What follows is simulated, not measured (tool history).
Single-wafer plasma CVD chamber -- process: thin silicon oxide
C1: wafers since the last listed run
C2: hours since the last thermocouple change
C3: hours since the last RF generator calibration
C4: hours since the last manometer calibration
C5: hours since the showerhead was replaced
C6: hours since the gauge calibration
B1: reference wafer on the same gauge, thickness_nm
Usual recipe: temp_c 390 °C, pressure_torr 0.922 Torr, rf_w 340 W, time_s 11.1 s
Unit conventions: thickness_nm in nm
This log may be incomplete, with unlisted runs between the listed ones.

Run 1, hour 0: usual settings but rf_w 380 W; C1 0; C2 1874; C3 702.8; C4 541.7; C5 6639.5; C6 1177; B1 21.8. Result: thickness_nm 28.427 nm.
At hour 14.9: RF generator calibrated.
Run 2, hour 34.5: usual settings; C1 764; C2 1908.5; C3 19.6; C4 576.2; C5 6674; C6 1211.5; B1 21.772. Result: thickness_nm 27.715 nm.
Run 3, hour 71.2: usual settings; C1 1058; C2 1945.2; C3 56.3; C4 612.9; C5 6710.7; C6 1248.2; B1 21.785. Result: thickness_nm 27.765 nm.
Run 4, hour 102.3: usual settings; C1 896; C2 1976.3; C3 87.4; C4 644; C5 6741.8; C6 1279.3; B1 21.817. Result: thickness_nm 28.125 nm.
Run 5, hour 132.6: usual settings; C1 873; C2 2006.6; C3 117.7; C4 674.3; C5 6772.1; C6 1309.6; B1 21.762. Result: thickness_nm 27.89 nm.
Run 6, hour 197.7: usual settings; C1 1877; C2 2071.7; C3 182.8; C4 739.4; C5 6837.2; C6 1374.7; B1 21.787. Result: thickness_nm 27.974 nm.
Run 7, hour 250.7: usual settings; C1 1528; C2 2124.7; C3 235.8; C4 792.4; C5 6890.2; C6 1427.7; B1 21.837. Result: thickness_nm 27.933 nm.
Run 8, hour 293.5: usual settings but pressure_torr 1.01 Torr; C1 1234; C2 2167.5; C3 278.6; C4 835.2; C5 6933; C6 1470.5; B1 21.804. Result: thickness_nm 30.096 nm.
Run 9, hour 361.9: usual settings but pressure_torr 1.01 Torr; C1 1972; C2 2235.9; C3 347; C4 903.6; C5 7001.4; C6 1538.9; B1 21.832. Result: thickness_nm 30.173 nm.
Run 10, hour 407.4: usual settings but pressure_torr 1.01 Torr; C1 1312; C2 2281.4; C3 392.5; C4 949.1; C5 7046.9; C6 1584.4; B1 21.766. Result: thickness_nm 30.292 nm.
Run 11, hour 456.5: usual settings; C1 1415; C2 2330.5; C3 441.6; C4 998.2; C5 7096; C6 1633.5; B1 21.78. Result: thickness_nm 28.163 nm.
Run 12, hour 513.4: usual settings; C1 1640; C2 2387.4; C3 498.5; C4 1055.1; C5 7152.9; C6 1690.4; B1 21.789. Result: thickness_nm 28.372 nm.
Run 13, hour 564.6: usual settings; C1 1476; C2 2438.6; C3 549.7; C4 1106.3; C5 7204.1; C6 1741.6; B1 21.769. Result: thickness_nm 28.449 nm.
At hour 612.4: thermocouple changed; heater temperature recalibrated.
At hour 614.2: showerhead replaced.
Run 14, hour 614.7: usual settings; C1 1162; C2 2.3; C3 599.8; C4 1156.4; C5 0.5; C6 1791.7; B1 21.786. Result: thickness_nm 28.399 nm.
Run 15, hour 672.6: usual settings; C1 1669; C2 60.2; C3 657.7; C4 1214.3; C5 58.4; C6 1849.6; B1 21.777. Result: thickness_nm 28.397 nm.

Estimate the outcome of run 16 from the log above:
At hour 708.4: RF generator calibrated.
At hour 734.6: capacitance manometer re-zeroed and calibrated.
Run 16, hour 738.8: usual settings; C1 1447; C2 126.4; C3 30.4; C4 4.2; C5 124.6; C6 1915.8; B1 ?. Result: thickness_nm ?.

{"run 16": {"B1": 21.814, "thickness_nm": 26.759}}
The same run, on a tool lacking any hidden state, would have yielded thickness_nm 26.81 nm.
